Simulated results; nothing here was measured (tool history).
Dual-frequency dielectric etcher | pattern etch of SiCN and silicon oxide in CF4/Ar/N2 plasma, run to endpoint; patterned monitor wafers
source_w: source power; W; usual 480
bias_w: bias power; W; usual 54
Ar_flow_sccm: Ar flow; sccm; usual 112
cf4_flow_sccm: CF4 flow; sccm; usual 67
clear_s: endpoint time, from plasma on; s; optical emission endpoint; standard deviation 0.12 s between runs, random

| run | hour | source_w | bias_w | Ar_flow_sccm | cf4_flow_sccm | wafers since the last listed run | hours since the last wet clean | hours since the last source power generator calibration | hours since the last bias power generator calibration | hours since the last Ar flow controller change | hours since the last CF4 flow controller change | hours since the last upper electrode change | incoming incoming film thickness, nm | clear_s |
|---|---|---|---|---|---|---|---|---|---|---|---|---|---|---|
| 1 | 0.0 | 480 | 54 | 112 | 67 | 0 | 324.3 | 3859.6 | 0.5 | 2148.1 | 2715.7 | 1709.9 | 15.42 | 18.6 |
|  | 6.0 | source power generator calibrated |
| 2 | 12.7 | 480 | 54 | 112 | 67 | 124 | 337.0 | 6.7 | 13.2 | 2160.8 | 2728.4 | 1722.6 | 15.54 | 18.8 |
|  | 22.4 | CF4 flow controller replaced |
| 3 | 22.9 | 480 | 54 | 112 | 67 | 60 | 347.2 | 16.9 | 23.4 | 2171.0 | 0.5 | 1732.8 | 15.37 | 18.5 |
| 4 | 39.4 | 390 | 54 | 112 | 67 | 235 | 363.7 | 33.4 | 39.9 | 2187.5 | 17.0 | 1749.3 | 15.33 | 22.2 |
| 5 | 50.8 | 480 | 54 | 112 | 67 | 162 | 375.1 | 44.8 | 51.3 | 2198.9 | 28.4 | 1760.7 | 15.41 | 18.6 |
| 6 | 59.8 | 440 | 42 | 112 | 67 | 128 | 384.1 | 53.8 | 60.3 | 2207.9 | 37.4 | 1769.7 | 15.41 | 21.9 |
| 7 | 70.8 | 480 | 65 | 99 | 55 | 157 | 395.1 | 64.8 | 71.3 | 2218.9 | 48.4 | 1780.7 | 15.38 | 17.5 |
| 8 | 83.3 | 520 | 54 | 112 | 67 | 178 | 407.6 | 77.3 | 83.8 | 2231.4 | 60.9 | 1793.2 | 15.41 | 17.5 |
| 9 | 100.6 | 480 | 62 | 112 | 83 | 247 | 424.9 | 94.6 | 101.1 | 2248.7 | 78.2 | 1810.5 | 15.28 | 16.9 |
|  | 108.8 | Ar flow controller replaced |
| 10 | 114.1 | 480 | 62 | 131 | 77 | 107 | 438.4 | 108.1 | 114.6 | 5.3 | 91.7 | 1824.0 | 15.43 | 17.9 |
| 11 | 132.1 | 370 | 42 | 93 | 52 | 257 | 456.4 | 126.1 | 132.6 | 23.3 | 109.7 | 1842.0 | 15.38 | 26.2 |
|  | 165.1 | wet clean of the chamber |
| 12 | 165.6 | 480 | 50 | 132 | 78 | 135 | 0.5 | 159.6 | 166.1 | 56.8 | 143.2 | 1875.5 | 15.44 | 18.4 |
| 13 | 165.9 | 480 | 54 | 112 | 67 | 4 | 0.8 | 159.9 | 166.4 | 57.1 | 143.5 | 1875.8 | 15.44 | 18.1 |
| 14 | 174.1 | 480 | 40 | 86 | 67 | 117 | 9.0 | 168.1 | 174.6 | 65.3 | 151.7 | 1884.0 | 15.48 | 19.0 |
|  | 205.5 | upper electrode replaced |
| 15 | 206.0 | 480 | 54 | 112 | 67 | 112 | 40.9 | 200.0 | 206.5 | 97.2 | 183.6 | 0.5 | 15.52 | 17.9 |
| 16 | 206.3 | 480 | 65 | 112 | 67 | 4 | 41.2 | 200.3 | 206.8 | 97.5 | 183.9 | 0.8 | 15.37 | 16.8 |
| 17 | 211.4 | 420 | 54 | 133 | 53 | 72 | 46.3 | 205.4 | 211.9 | 102.6 | 189.0 | 5.9 | 15.38 | 21.8 |
| 18 | 226.9 | 480 | 63 | 112 | 52 | 221 | 61.8 | 220.9 | 227.4 | 118.1 | 204.5 | 21.4 | 15.28 | 17.6 |
| 19 | 239.8 | 480 | 54 | 121 | 56 | 184 | 74.7 | 233.8 | 240.3 | 131.0 | 217.4 | 34.3 | 15.24 | 18.8 |
| 20 | 256.5 | 540 | 54 | 97 | 76 | 238 | 91.4 | 250.5 | 257.0 | 147.7 | 234.1 | 51.0 | 15.45 | 15.5 |
| 21 | 274.0 | 480 | 54 | 97 | 67 | 250 | 108.9 | 268.0 | 274.5 | 165.2 | 251.6 | 68.5 | 15.39 | 17.4 |
| 22 | 281.0 | 480 | 44 | 112 | 67 | 100 | 115.9 | 275.0 | 281.5 | 172.2 | 258.6 | 75.5 | 15.43 | 19.5 |
| 23 | 296.7 | 480 | 63 | 112 | 82 | 224 | 131.6 | 290.7 | 297.2 | 187.9 | 274.3 | 91.2 | 15.55 | 16.8 |
| 24 | 311.5 | 440 | 54 | 122 | 75 | 211 | 146.4 | 305.5 | 312.0 | 202.7 | 289.1 | 106.0 | 15.50 | 19.7 |
| 25 | 323.2 | 480 | 54 | 112 | 67 | 167 | 158.1 | 317.2 | 323.7 | 214.4 | 300.8 | 117.7 | 15.46 | 18.3 |

Below are 3 alternative next runs, each starting from the tool's condition after run 25. Predict each:
| A | 323.6 | 480 | 54 | 112 | 67 | 5 | 158.5 | 317.6 | 324.1 | 214.8 | 301.2 | 118.1 | 15.34 | ? |
| B | 323.6 | 480 | 62 | 112 | 67 | 5 | 158.5 | 317.6 | 324.1 | 214.8 | 301.2 | 118.1 | 15.34 | ? |
| C | 323.6 | 520 | 46 | 129 | 73 | 5 | 158.5 | 317.6 | 324.1 | 214.8 | 301.2 | 118.1 | 15.34 | ? |

| run | clear_s |
|---|---|
| A | 18.0 |
| B | 17.1 |
| C | 18.0 |
What these runs would have given with no unlogged condition in the tool:
| run | clear_s |
|---|---|
| A | 17.7 |
| B | 16.8 |
| C | 17.7 |

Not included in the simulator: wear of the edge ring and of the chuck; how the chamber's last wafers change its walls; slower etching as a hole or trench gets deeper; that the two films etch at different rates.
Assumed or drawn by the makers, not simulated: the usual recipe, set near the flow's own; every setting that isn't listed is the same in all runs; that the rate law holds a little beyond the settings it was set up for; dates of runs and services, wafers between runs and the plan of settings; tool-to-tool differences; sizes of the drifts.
